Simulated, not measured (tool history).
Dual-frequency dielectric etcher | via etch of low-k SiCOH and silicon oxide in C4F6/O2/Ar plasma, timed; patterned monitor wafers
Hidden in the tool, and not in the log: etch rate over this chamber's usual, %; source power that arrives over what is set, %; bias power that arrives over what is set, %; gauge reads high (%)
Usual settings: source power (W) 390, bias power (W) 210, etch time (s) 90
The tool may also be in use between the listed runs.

run	hour	source power (W)	bias power (W)	etch time (s)	wafers since the last listed run	hours since the last wet clean	hours since the last source power generator calibration	hours since the last bias power generator calibration	hours since the last upper electrode change	hours since the gauge calibration	read-back reference wafer on the same gauge, depth_nm	mean etch depth across the wafer (angstrom)
1	0	340	210	90	0	359.5	2431.6	3086.6	2712.9	47.6	248.6	2847
2	27.6	340	210	90	304	387.1	2459.2	3114.2	2740.5	75.2	249.4	2846
3	60.2	340	210	90	359	419.7	2491.8	3146.8	2773.1	107.8	249.2	2861
4	83.4	390	210	90	256	442.9	2515	3170	2796.3	131	249.1	2992
5	99.5	390	210	90	177	459	2531.1	3186.1	2812.4	147.1	248.9	2985
6	111.5	390	210	90	132	471	2543.1	3198.1	2824.4	159.1	249.1	2964
# hour 140.2: wet clean of the chamber
7	141.2	390	189	90	62	1	2572.8	3227.8	2854.1	188.8	249	2838
8	176.9	390	210	90	394	36.7	2608.5	3263.5	2889.8	224.5	248.6	2963
9	197.9	390	210	90	231	57.7	2629.5	3284.5	2910.8	245.5	248.6	2940
10	222.1	390	210	90	267	81.9	2653.7	3308.7	2935	269.7	248.7	2943
11	244.9	390	230	90	251	104.7	2676.5	3331.5	2957.8	292.5	248.9	3009
12	272.2	390	242	70.5	301	132	2703.8	3358.8	2985.1	319.8	248.9	2408
13	287.9	390	242	70.5	173	147.7	2719.5	3374.5	3000.8	335.5	248.9	2416
14	308.2	390	210	84	224	168	2739.8	3394.8	3021.1	355.8	249.1	2765
15	329.3	390	210	90	232	189.1	2760.9	3415.9	3042.2	376.9	249.1	2960
16	349.1	290	160	106	218	208.9	2780.7	3435.7	3062	396.7	249.2	2960
# hour 354.7: source power generator calibrated
17	378.5	390	230	90	280	238.3	23.8	3465.1	3091.4	426.1	249.2	3056
18	419.4	450	173	114.5	451	279.2	64.7	3506	3132.3	467	248.8	3771
19	443.2	390	210	90	262	303	88.5	3529.8	3156.1	490.8	248.7	2980
# hour 473.6: upper electrode replaced
# hour 480.3: bias power generator calibrated
20	508.4	350	194	75.5	410	368.2	153.7	28.1	34.8	556	249.3	2353
21	603.1	450	186	66	1045	462.9	248.4	122.8	129.5	650.7	249.1	2227
# hour 638.4: gauge calibrated
# hour 643.2: wet clean of the chamber
22	643.7	390	182	65.5	183	0.5	289	163.4	170.1	5.3	248.6	2043
23	647.2	330	261	73.5	38	4	292.5	166.9	173.6	8.8	249	2422
24	664.5	390	210	90	191	21.3	309.8	184.2	190.9	26.1	248.9	2924
25	687.9	420	173	112.5	258	44.7	333.2	207.6	214.3	49.5	249.2	3562
26	721.8	430	242	71.5	374	78.6	367.1	241.5	248.2	83.4	249.4	2516
27	742.4	420	210	90	227	99.2	387.7	262.1	268.8	104	248.7	2993
28	764.4	390	210	90	242	121.2	409.7	284.1	290.8	126	249.3	2940
29	784.3	390	210	90	219	141.1	429.6	304	310.7	145.9	249	2927
30	816.6	390	210	90	356	173.4	461.9	336.3	343	178.2	249.1	2938
31	844.9	390	193	90	312	201.7	490.2	364.6	371.3	206.5	249	2878

3 ways to go on from here, each from the tool as it stands after run 31. What would each give?
A	845.3	390	210	90	4	202.1	490.6	365	371.7	206.9	?	?
B	845.3	490	175	69	4	202.1	490.6	365	371.7	206.9	?	?
C	845.3	320	210	77	4	202.1	490.6	365	371.7	206.9	?	?

run	read-back reference wafer on the same gauge, depth_nm	mean etch depth across the wafer (angstrom)
A	248.9	2946
B	248.9	2322
C	248.9	2366
Without the tool's hidden state the same runs would have given:
run	mean etch depth across the wafer (angstrom)
A	2925
B	2306
C	2349
